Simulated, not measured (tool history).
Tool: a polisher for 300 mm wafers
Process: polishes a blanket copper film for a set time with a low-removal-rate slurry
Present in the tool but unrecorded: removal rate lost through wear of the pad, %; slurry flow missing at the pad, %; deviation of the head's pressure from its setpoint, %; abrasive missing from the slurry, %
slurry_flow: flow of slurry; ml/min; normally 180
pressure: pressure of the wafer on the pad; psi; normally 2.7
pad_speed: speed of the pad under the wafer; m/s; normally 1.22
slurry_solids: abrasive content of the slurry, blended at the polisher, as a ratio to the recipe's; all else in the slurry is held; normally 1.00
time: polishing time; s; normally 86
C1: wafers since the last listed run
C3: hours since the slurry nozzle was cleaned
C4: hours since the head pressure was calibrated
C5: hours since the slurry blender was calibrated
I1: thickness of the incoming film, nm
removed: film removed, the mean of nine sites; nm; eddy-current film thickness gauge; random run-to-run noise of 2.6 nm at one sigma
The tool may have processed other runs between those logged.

{"run": 1, "hour": 0.0, "slurry_flow": 180, "pressure": 2.7, "pad_speed": 1.22, "slurry_solids": 1.0, "time": 86, "C1": 0, "wafers polished on this pad": 344, "C3": 276.0, "C4": 1228.4, "C5": 311.3, "I1": 997.8, "removed": 273.0}
{"run": 2, "hour": 17.2, "slurry_flow": 180, "pressure": 2.7, "pad_speed": 1.22, "slurry_solids": 1.0, "time": 86, "C1": 98, "wafers polished on this pad": 442, "C3": 293.2, "C4": 1245.6, "C5": 328.5, "I1": 979.4, "removed": 279.5}
{"run": 3, "hour": 26.5, "slurry_flow": 180, "pressure": 2.0, "pad_speed": 1.22, "slurry_solids": 1.0, "time": 86, "C1": 53, "wafers polished on this pad": 496, "C3": 302.5, "C4": 1254.9, "C5": 337.8, "I1": 971.4, "removed": 223.4}
{"run": 4, "hour": 35.9, "slurry_flow": 180, "pressure": 2.0, "pad_speed": 1.22, "slurry_solids": 1.0, "time": 86, "C1": 53, "wafers polished on this pad": 550, "C3": 311.9, "C4": 1264.3, "C5": 347.2, "I1": 969.0, "removed": 216.2}
{"run": 5, "hour": 47.3, "slurry_flow": 180, "pressure": 2.7, "pad_speed": 1.22, "slurry_solids": 1.0, "time": 86, "C1": 65, "wafers polished on this pad": 615, "C3": 323.3, "C4": 1275.7, "C5": 358.6, "I1": 981.3, "removed": 267.2}
{"run": 6, "hour": 57.8, "slurry_flow": 180, "pressure": 2.7, "pad_speed": 1.22, "slurry_solids": 1.0, "time": 86, "C1": 60, "wafers polished on this pad": 676, "C3": 333.8, "C4": 1286.2, "C5": 369.1, "I1": 1002.1, "removed": 267.5}
{"run": 7, "hour": 71.0, "slurry_flow": 180, "pressure": 2.7, "pad_speed": 1.22, "slurry_solids": 1.0, "time": 86, "C1": 75, "wafers polished on this pad": 751, "C3": 347.0, "C4": 1299.4, "C5": 382.3, "I1": 970.3, "removed": 257.2}
{"run": 8, "hour": 83.0, "slurry_flow": 180, "pressure": 2.7, "pad_speed": 1.22, "slurry_solids": 1.0, "time": 86, "C1": 68, "wafers polished on this pad": 820, "C3": 359.0, "C4": 1311.4, "C5": 394.3, "I1": 975.1, "removed": 263.8}
{"hour": 98.5, "done": "worn pad replaced by a new one"}
{"run": 9, "hour": 99.0, "slurry_flow": 180, "pressure": 2.7, "pad_speed": 1.22, "slurry_solids": 1.0, "time": 86, "C1": 68, "wafers polished on this pad": 2, "C3": 375.0, "C4": 1327.4, "C5": 410.3, "I1": 1001.6, "removed": 277.1}
{"run": 10, "hour": 107.7, "slurry_flow": 180, "pressure": 3.3, "pad_speed": 1.22, "slurry_solids": 1.0, "time": 86, "C1": 49, "wafers polished on this pad": 52, "C3": 383.7, "C4": 1336.1, "C5": 419.0, "I1": 963.1, "removed": 321.1}
{"hour": 121.1, "done": "slurry blender recalibrated"}
{"run": 11, "hour": 121.6, "slurry_flow": 180, "pressure": 3.3, "pad_speed": 1.22, "slurry_solids": 1.0, "time": 86, "C1": 68, "wafers polished on this pad": 121, "C3": 397.6, "C4": 1350.0, "C5": 0.5, "I1": 978.9, "removed": 337.7}
{"run": 12, "hour": 129.6, "slurry_flow": 180, "pressure": 2.0, "pad_speed": 1.22, "slurry_solids": 1.0, "time": 86, "C1": 45, "wafers polished on this pad": 167, "C3": 405.6, "C4": 1358.0, "C5": 8.5, "I1": 997.7, "removed": 234.7}
{"run": 13, "hour": 138.0, "slurry_flow": 180, "pressure": 3.0, "pad_speed": 1.22, "slurry_solids": 1.0, "time": 86, "C1": 48, "wafers polished on this pad": 215, "C3": 414.0, "C4": 1366.4, "C5": 16.9, "I1": 994.3, "removed": 313.0}
{"run": 14, "hour": 150.4, "slurry_flow": 180, "pressure": 2.7, "pad_speed": 1.48, "slurry_solids": 1.0, "time": 86, "C1": 71, "wafers polished on this pad": 286, "C3": 426.4, "C4": 1378.8, "C5": 29.3, "I1": 987.0, "removed": 348.8}
{"run": 15, "hour": 158.5, "slurry_flow": 180, "pressure": 2.7, "pad_speed": 1.22, "slurry_solids": 1.0, "time": 86, "C1": 46, "wafers polished on this pad": 333, "C3": 434.5, "C4": 1386.9, "C5": 37.4, "I1": 962.7, "removed": 286.2}
{"hour": 161.1, "done": "head pressure recalibrated"}
{"hour": 169.4, "done": "slurry nozzle cleaned"}
{"run": 16, "hour": 170.9, "slurry_flow": 135, "pressure": 3.3, "pad_speed": 1.22, "slurry_solids": 0.8, "time": 86, "C1": 53, "wafers polished on this pad": 387, "C3": 1.5, "C4": 9.8, "C5": 49.8, "I1": 979.0, "removed": 301.0}
{"run": 17, "hour": 200.4, "slurry_flow": 115, "pressure": 2.7, "pad_speed": 1.22, "slurry_solids": 1.0, "time": 86, "C1": 169, "wafers polished on this pad": 556, "C3": 31.0, "C4": 39.3, "C5": 79.3, "I1": 975.8, "removed": 260.8}
{"run": 18, "hour": 211.9, "slurry_flow": 180, "pressure": 2.7, "pad_speed": 1.22, "slurry_solids": 1.0, "time": 86, "C1": 66, "wafers polished on this pad": 622, "C3": 42.5, "C4": 50.8, "C5": 90.8, "I1": 995.7, "removed": 278.1}
{"run": 19, "hour": 219.1, "slurry_flow": 180, "pressure": 2.0, "pad_speed": 0.88, "slurry_solids": 1.1, "time": 86, "C1": 41, "wafers polished on this pad": 664, "C3": 49.7, "C4": 58.0, "C5": 98.0, "I1": 975.0, "removed": 161.4}
{"hour": 224.4, "done": "worn pad replaced by a new one"}
{"run": 20, "hour": 228.0, "slurry_flow": 180, "pressure": 2.7, "pad_speed": 1.22, "slurry_solids": 1.0, "time": 86, "C1": 28, "wafers polished on this pad": 20, "C3": 58.6, "C4": 66.9, "C5": 106.9, "I1": 986.4, "removed": 289.5}
{"run": 21, "hour": 244.4, "slurry_flow": 180, "pressure": 2.7, "pad_speed": 1.22, "slurry_solids": 1.1, "time": 108, "C1": 94, "wafers polished on this pad": 114, "C3": 75.0, "C4": 83.3, "C5": 123.3, "I1": 985.3, "removed": 365.4}
{"run": 22, "hour": 252.5, "slurry_flow": 200, "pressure": 3.4, "pad_speed": 1.22, "slurry_solids": 0.75, "time": 86, "C1": 46, "wafers polished on this pad": 161, "C3": 83.1, "C4": 91.4, "C5": 131.4, "I1": 993.6, "removed": 321.6}
{"run": 23, "hour": 259.5, "slurry_flow": 180, "pressure": 2.7, "pad_speed": 1.22, "slurry_solids": 1.0, "time": 86, "C1": 40, "wafers polished on this pad": 201, "C3": 90.1, "C4": 98.4, "C5": 138.4, "I1": 976.4, "removed": 284.2}
{"run": 24, "hour": 275.4, "slurry_flow": 160, "pressure": 2.1, "pad_speed": 0.82, "slurry_solids": 1.0, "time": 65, "C1": 91, "wafers polished on this pad": 292, "C3": 106.0, "C4": 114.3, "C5": 154.3, "I1": 980.9, "removed": 118.0}
{"run": 25, "hour": 292.2, "slurry_flow": 180, "pressure": 2.7, "pad_speed": 0.84, "slurry_solids": 1.1, "time": 106, "C1": 96, "wafers polished on this pad": 389, "C3": 122.8, "C4": 131.1, "C5": 171.1, "I1": 977.1, "removed": 242.8}
{"run": 26, "hour": 309.3, "slurry_flow": 180, "pressure": 2.7, "pad_speed": 1.22, "slurry_solids": 0.8, "time": 86, "C1": 98, "wafers polished on this pad": 487, "C3": 139.9, "C4": 148.2, "C5": 188.2, "I1": 962.9, "removed": 267.9}
{"run": 27, "hour": 318.0, "slurry_flow": 180, "pressure": 2.7, "pad_speed": 1.56, "slurry_solids": 1.0, "time": 86, "C1": 49, "wafers polished on this pad": 537, "C3": 148.6, "C4": 156.9, "C5": 196.9, "I1": 974.1, "removed": 352.7}
{"run": 28, "hour": 335.4, "slurry_flow": 135, "pressure": 3.4, "pad_speed": 1.22, "slurry_solids": 1.0, "time": 86, "C1": 99, "wafers polished on this pad": 637, "C3": 166.0, "C4": 174.3, "C5": 214.3, "I1": 958.8, "removed": 312.4}
{"run": 29, "hour": 343.3, "slurry_flow": 130, "pressure": 2.7, "pad_speed": 0.88, "slurry_solids": 1.0, "time": 86, "C1": 45, "wafers polished on this pad": 682, "C3": 173.9, "C4": 182.2, "C5": 222.2, "I1": 992.4, "removed": 188.1}
{"run": 30, "hour": 354.5, "slurry_flow": 180, "pressure": 2.7, "pad_speed": 1.22, "slurry_solids": 1.0, "time": 86, "C1": 64, "wafers polished on this pad": 747, "C3": 185.1, "C4": 193.4, "C5": 233.4, "I1": 992.1, "removed": 264.9}

Each run again, without the hidden state but with its own random variation kept:
run=1 removed=289.0
run=2 removed=298.7
run=3 removed=240.1
run=4 removed=233.8
run=5 removed=291.4
run=6 removed=294.3
run=7 removed=286.3
run=8 removed=297.0
run=9 removed=294.9
run=10 removed=342.1
run=11 removed=340.5
run=12 removed=237.2
run=13 removed=317.1
run=14 removed=355.1
run=15 removed=292.4
run=16 removed=309.4
run=17 removed=273.1
run=18 removed=293.8
run=19 removed=171.5
run=20 removed=294.7
run=21 removed=373.3
run=22 removed=328.9
run=23 removed=291.4
run=24 removed=121.7
run=25 removed=252.5
run=26 removed=281.1
run=27 removed=372.4
run=28 removed=334.0
run=29 removed=202.5
run=30 removed=287.9
